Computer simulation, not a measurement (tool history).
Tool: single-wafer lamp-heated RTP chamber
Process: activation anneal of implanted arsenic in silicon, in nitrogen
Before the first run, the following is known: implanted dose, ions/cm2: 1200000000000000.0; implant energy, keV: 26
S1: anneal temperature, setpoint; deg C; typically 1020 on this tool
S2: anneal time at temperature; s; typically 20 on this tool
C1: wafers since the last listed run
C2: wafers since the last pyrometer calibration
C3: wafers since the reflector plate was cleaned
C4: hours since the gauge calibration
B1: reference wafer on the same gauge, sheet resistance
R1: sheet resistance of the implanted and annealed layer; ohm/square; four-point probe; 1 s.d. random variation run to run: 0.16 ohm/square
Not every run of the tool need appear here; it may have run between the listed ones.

run   hour    S1  S2   C1    C2     C3     C4      B1      R1
  1      0  1020  29    0  2078   9409    155  114.01  101.28
      15.3  -- gauge calibrated
  2   41.7  1020  20  401  2479   9810   26.4  114.04  104.13
  3   53.5  1020  20  113  2592   9924   38.2  113.94  103.91
  4   60.7  1020  20   69  2662   9993   45.4  113.93  103.88
  5   67.6  1020  20   66  2728  10059   52.3  114.08  103.87
  6   76.3  1020  20   83  2812  10143     61  114.05  104.06
  7   82.6  1020  20   60  2872  10204   67.3     114  104.35
  8   89.3  1020  20   64  2937  10268     74  113.99  104.33
      99.6  -- pyrometer window cleaned and pyrometer calibrated
     110.9  -- reflector plate cleaned
  9  111.4  1020  20   58    36      4   96.1  113.97   105.9
 10  113.9  1020  20   24    60     28   98.6  114.02  105.68
 11    131  1038  24  164   224    193  115.7  113.93  100.93
 12    147   998  11  153   378    347  131.7  113.94  114.08
 13  154.4  1034  11   71   450    418  139.1  113.99  107.38
 14  170.6  1001  30  155   605    574  155.3  114.06  105.46
     175.5  -- gauge calibrated
 15  177.5  1009  10   66   672    640      2  114.06   112.1
 16  188.6  1048  28  106   779    747   13.1  114.04   96.58
 17  203.5  1020  20  143   922    890     28  113.99  104.63

What will run 18 give?
 18  214.3  996  12  103  1026  994  38.8   ?   ?

B1: 114.03
R1: 113.14 ohm/square
With the hidden condition absent and the run-to-run variation left alone, this run would have shown R1 115.25 ohm/square.
